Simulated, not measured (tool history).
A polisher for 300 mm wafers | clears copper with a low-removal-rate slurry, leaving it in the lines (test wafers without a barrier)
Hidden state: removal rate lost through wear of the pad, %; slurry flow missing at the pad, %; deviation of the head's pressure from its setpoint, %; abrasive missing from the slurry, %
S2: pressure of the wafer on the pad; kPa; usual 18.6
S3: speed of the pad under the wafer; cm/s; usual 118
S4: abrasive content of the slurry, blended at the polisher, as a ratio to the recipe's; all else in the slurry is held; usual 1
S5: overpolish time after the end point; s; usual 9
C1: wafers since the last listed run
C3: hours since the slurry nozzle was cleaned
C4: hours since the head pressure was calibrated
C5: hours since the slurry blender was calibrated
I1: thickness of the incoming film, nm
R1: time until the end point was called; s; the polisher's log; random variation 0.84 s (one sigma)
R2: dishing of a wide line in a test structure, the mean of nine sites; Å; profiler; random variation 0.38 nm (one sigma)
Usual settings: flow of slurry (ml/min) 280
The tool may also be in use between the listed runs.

{"run": 1, "hour": 0.0, "flow of slurry (ml/min)": 280, "S2": 18.6, "S3": 118, "S4": 1, "S5": 11, "C1": 0, "wafers polished on this pad": 4, "C3": 666, "C4": 56.2, "C5": 96.3, "I1": 267.4, "R1": 75.3, "R2": 289}
{"run": 2, "hour": 27.0, "flow of slurry (ml/min)": 280, "S2": 18.6, "S3": 118, "S4": 1, "S5": 11, "C1": 207, "wafers polished on this pad": 211, "C3": 693, "C4": 83.2, "C5": 123.3, "I1": 271.4, "R1": 75.1, "R2": 294}
{"run": 3, "hour": 40.8, "flow of slurry (ml/min)": 315, "S2": 18.6, "S3": 118, "S4": 1, "S5": 9, "C1": 105, "wafers polished on this pad": 317, "C3": 706.8, "C4": 97, "C5": 137.1, "I1": 272.9, "R1": 75.5, "R2": 244}
{"run": 4, "hour": 71.1, "flow of slurry (ml/min)": 315, "S2": 18.6, "S3": 118, "S4": 1, "S5": 9, "C1": 232, "wafers polished on this pad": 549, "C3": 737.1, "C4": 127.3, "C5": 167.4, "I1": 270.1, "R1": 75, "R2": 246}
{"run": 5, "hour": 155.1, "flow of slurry (ml/min)": 315, "S2": 18.6, "S3": 118, "S4": 1, "S5": 9, "C1": 644, "wafers polished on this pad": 1194, "C3": 821.1, "C4": 211.3, "C5": 251.4, "I1": 265.7, "R1": 74.7, "R2": 247}
{"hour": 196.0, "done": "worn pad replaced by a new one"}
{"hour": 196.1, "done": "slurry nozzle cleaned"}
{"run": 6, "hour": 230.2, "flow of slurry (ml/min)": 280, "S2": 18.6, "S3": 118, "S4": 1.15, "S5": 9, "C1": 545, "wafers polished on this pad": 261, "C3": 34.1, "C4": 286.4, "C5": 326.5, "I1": 273.9, "R1": 74.2, "R2": 240}
{"run": 7, "hour": 249.3, "flow of slurry (ml/min)": 280, "S2": 18.6, "S3": 118, "S4": 1.15, "S5": 9, "C1": 146, "wafers polished on this pad": 408, "C3": 53.2, "C4": 305.5, "C5": 345.6, "I1": 275.5, "R1": 75, "R2": 246}
{"hour": 279.0, "done": "slurry blender recalibrated"}
{"run": 8, "hour": 282.2, "flow of slurry (ml/min)": 315, "S2": 18.6, "S3": 144, "S4": 1, "S5": 9, "C1": 237, "wafers polished on this pad": 645, "C3": 86.1, "C4": 338.4, "C5": 3.2, "I1": 269.8, "R1": 62.5, "R2": 294}
{"run": 9, "hour": 301.1, "flow of slurry (ml/min)": 280, "S2": 18.6, "S3": 118, "S4": 1, "S5": 9, "C1": 145, "wafers polished on this pad": 790, "C3": 105, "C4": 357.3, "C5": 22.1, "I1": 272.4, "R1": 78.3, "R2": 237}
{"run": 10, "hour": 318.0, "flow of slurry (ml/min)": 280, "S2": 18.6, "S3": 118, "S4": 1, "S5": 9, "C1": 129, "wafers polished on this pad": 920, "C3": 121.9, "C4": 374.2, "C5": 39, "I1": 270.8, "R1": 77, "R2": 238}
{"run": 11, "hour": 347.2, "flow of slurry (ml/min)": 280, "S2": 18.6, "S3": 118, "S4": 1, "S5": 9, "C1": 224, "wafers polished on this pad": 1144, "C3": 151.1, "C4": 403.4, "C5": 68.2, "I1": 266.8, "R1": 76.1, "R2": 248}
{"hour": 364.3, "done": "worn pad replaced by a new one"}
{"hour": 373.6, "done": "head pressure recalibrated"}
{"run": 12, "hour": 374.1, "flow of slurry (ml/min)": 280, "S2": 18.6, "S3": 118, "S4": 1, "S5": 9, "C1": 160, "wafers polished on this pad": 59, "C3": 178, "C4": 0.5, "C5": 95.1, "I1": 269.5, "R1": 75.9, "R2": 242}
{"run": 13, "hour": 386.9, "flow of slurry (ml/min)": 280, "S2": 18.6, "S3": 118, "S4": 0.8, "S5": 9, "C1": 98, "wafers polished on this pad": 158, "C3": 190.8, "C4": 13.3, "C5": 107.9, "I1": 267.8, "R1": 80.2, "R2": 236}
{"run": 14, "hour": 401.2, "flow of slurry (ml/min)": 280, "S2": 23.4, "S3": 118, "S4": 1, "S5": 9, "C1": 109, "wafers polished on this pad": 267, "C3": 205.1, "C4": 27.6, "C5": 122.2, "I1": 272.5, "R1": 63.9, "R2": 291}
{"run": 15, "hour": 420.9, "flow of slurry (ml/min)": 280, "S2": 18.6, "S3": 118, "S4": 1.2, "S5": 9, "C1": 151, "wafers polished on this pad": 419, "C3": 224.8, "C4": 47.3, "C5": 141.9, "I1": 264.9, "R1": 71.2, "R2": 244}
{"run": 16, "hour": 450.0, "flow of slurry (ml/min)": 280, "S2": 18.6, "S3": 118, "S4": 1.15, "S5": 9, "C1": 223, "wafers polished on this pad": 642, "C3": 253.9, "C4": 76.4, "C5": 171, "I1": 269, "R1": 73.5, "R2": 243}
{"run": 17, "hour": 468.8, "flow of slurry (ml/min)": 280, "S2": 18.6, "S3": 90, "S4": 1, "S5": 9, "C1": 144, "wafers polished on this pad": 786, "C3": 272.7, "C4": 95.2, "C5": 189.8, "I1": 267.5, "R1": 100.5, "R2": 184}
{"run": 18, "hour": 503.7, "flow of slurry (ml/min)": 225, "S2": 16.5, "S3": 118, "S4": 1, "S5": 11, "C1": 267, "wafers polished on this pad": 1054, "C3": 307.6, "C4": 130.1, "C5": 224.7, "I1": 271.6, "R1": 85.7, "R2": 252}
{"run": 19, "hour": 523.7, "flow of slurry (ml/min)": 280, "S2": 18.6, "S3": 118, "S4": 1, "S5": 9, "C1": 153, "wafers polished on this pad": 1207, "C3": 327.6, "C4": 150.1, "C5": 244.7, "I1": 271.8, "R1": 77.2, "R2": 243}
{"hour": 528.9, "done": "worn pad replaced by a new one"}
{"run": 20, "hour": 546.2, "flow of slurry (ml/min)": 280, "S2": 18.6, "S3": 94, "S4": 1, "S5": 9, "C1": 141, "wafers polished on this pad": 132, "C3": 350.1, "C4": 172.6, "C5": 267.2, "I1": 265.7, "R1": 94.3, "R2": 197}
{"run": 21, "hour": 573.2, "flow of slurry (ml/min)": 280, "S2": 13.8, "S3": 118, "S4": 1, "S5": 9, "C1": 207, "wafers polished on this pad": 339, "C3": 377.1, "C4": 199.6, "C5": 294.2, "I1": 270.3, "R1": 99.1, "R2": 195}
{"run": 22, "hour": 597.4, "flow of slurry (ml/min)": 280, "S2": 18.6, "S3": 118, "S4": 1, "S5": 9, "C1": 185, "wafers polished on this pad": 525, "C3": 401.3, "C4": 223.8, "C5": 318.4, "I1": 271.5, "R1": 79.3, "R2": 244}
{"run": 23, "hour": 623.6, "flow of slurry (ml/min)": 280, "S2": 21.4, "S3": 118, "S4": 1, "S5": 12, "C1": 201, "wafers polished on this pad": 726, "C3": 427.5, "C4": 250, "C5": 344.6, "I1": 268, "R1": 67, "R2": 349}
{"hour": 626.2, "done": "slurry blender recalibrated"}
{"run": 24, "hour": 647.6, "flow of slurry (ml/min)": 280, "S2": 18.6, "S3": 118, "S4": 1, "S5": 9, "C1": 168, "wafers polished on this pad": 895, "C3": 451.5, "C4": 274, "C5": 21.4, "I1": 270.7, "R1": 78.2, "R2": 243}
{"run": 25, "hour": 670.5, "flow of slurry (ml/min)": 230, "S2": 18.6, "S3": 118, "S4": 1.1, "S5": 9, "C1": 175, "wafers polished on this pad": 1071, "C3": 474.4, "C4": 296.9, "C5": 44.3, "I1": 267.2, "R1": 77.3, "R2": 240}
{"hour": 714.2, "done": "worn pad replaced by a new one"}
{"run": 26, "hour": 742.1, "flow of slurry (ml/min)": 280, "S2": 18.6, "S3": 118, "S4": 1, "S5": 9, "C1": 518, "wafers polished on this pad": 213, "C3": 546, "C4": 368.5, "C5": 115.9, "I1": 272.1, "R1": 78.2, "R2": 243}
{"run": 27, "hour": 773.6, "flow of slurry (ml/min)": 220, "S2": 18.6, "S3": 102, "S4": 1, "S5": 9, "C1": 241, "wafers polished on this pad": 455, "C3": 577.5, "C4": 400, "C5": 147.4, "I1": 268, "R1": 92.7, "R2": 205}
{"hour": 801.7, "done": "head pressure recalibrated"}
{"run": 28, "hour": 806.0, "flow of slurry (ml/min)": 280, "S2": 18.6, "S3": 118, "S4": 1, "S5": 9, "C1": 233, "wafers polished on this pad": 688, "C3": 609.9, "C4": 4.3, "C5": 179.8, "I1": 271.8, "R1": 78.4, "R2": 241}
{"run": 29, "hour": 822.4, "flow of slurry (ml/min)": 210, "S2": 18.6, "S3": 118, "S4": 1, "S5": 9, "C1": 125, "wafers polished on this pad": 814, "C3": 626.3, "C4": 20.7, "C5": 196.2, "I1": 272.2, "R1": 80.9, "R2": 236}

Hidden state at the last listed run before each entry between runs and at the first one after, where it differs:
Between runs 5 and 6: worn pad replaced by a new one (hour 196); slurry nozzle cleaned (hour 196.1)
  no hidden state differs between the two runs
Between runs 7 and 8: slurry blender recalibrated (hour 279)
  no hidden state differs between the two runs
Between runs 11 and 12: worn pad replaced by a new one (hour 364.3); head pressure recalibrated (hour 373.6)
  no hidden state differs between the two runs
Between runs 19 and 20: worn pad replaced by a new one (hour 528.9)
  no hidden state differs between the two runs
Between runs 23 and 24: slurry blender recalibrated (hour 626.2)
  no hidden state differs between the two runs
Between runs 25 and 26: worn pad replaced by a new one (hour 714.2)
  no hidden state differs between the two runs
Between runs 27 and 28: head pressure recalibrated (hour 801.7)
  no hidden state differs between the two runs
